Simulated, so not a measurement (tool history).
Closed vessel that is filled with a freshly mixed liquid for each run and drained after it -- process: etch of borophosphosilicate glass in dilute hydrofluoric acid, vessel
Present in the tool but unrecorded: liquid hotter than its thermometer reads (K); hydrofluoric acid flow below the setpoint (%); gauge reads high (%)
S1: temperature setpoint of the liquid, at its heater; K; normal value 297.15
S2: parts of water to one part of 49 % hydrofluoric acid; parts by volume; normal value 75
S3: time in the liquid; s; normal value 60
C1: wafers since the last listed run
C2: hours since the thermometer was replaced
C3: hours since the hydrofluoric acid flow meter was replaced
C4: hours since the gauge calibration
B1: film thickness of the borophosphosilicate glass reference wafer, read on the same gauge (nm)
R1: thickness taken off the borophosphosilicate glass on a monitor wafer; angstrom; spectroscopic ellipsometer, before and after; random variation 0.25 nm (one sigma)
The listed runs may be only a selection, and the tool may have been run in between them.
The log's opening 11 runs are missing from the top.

run,day,S1,S2,S3,C1,C2,C3,C4,B1,R1
12,26.425,297.15,55,60,6500,141.1,413.1,259.8,79.98,562.8
# day 28.283: hydrofluoric acid flow meter replaced
13,29.383,297.15,100,70,7327,212.1,26.4,330.8,80,342
14,30.9,297.15,75,60,3810,248.5,62.8,367.2,80.06,404.5
15,34.946,300.15,40,60,10163,345.6,159.9,464.3,79.98,889.6
16,36.85,297.15,105,60,4783,391.3,205.6,510,79.95,275.7
17,38.104,297.15,75,30,3150,421.4,235.7,540.1,80,202.1
18,40.804,297.15,75,70,6782,486.2,300.5,604.9,79.99,472.1
19,43.3,297.15,75,60,6270,546.1,360.4,664.8,80.02,401.2
20,45.046,300.65,60,75,4385,588,402.3,706.7,80,741.3
# day 47.592: hydrofluoric acid flow meter replaced
21,47.612,297.15,75,60,6343,649.6,0.5,768.3,80.01,403.4
22,50.517,299.15,75,75,7295,719.3,70.2,838,79.99,551.6
23,53.062,297.15,40,50,6395,780.4,131.3,899.1,80.01,668.8
24,54.583,301.65,75,60,3820,816.9,167.8,935.6,80.01,485.4
25,56.125,297.15,35,60,3872,853.9,204.8,972.6,80,922.7

Run 26 has not been measured yet. What should we expect?
26,57.292,297.15,75,60,2930,881.9,232.8,1000.6,?,?

Run 26 yielded B1 79.99, R1 409 angstrom.
Minus the tool's unlogged condition, the same run would have read R1 399.6 angstrom.
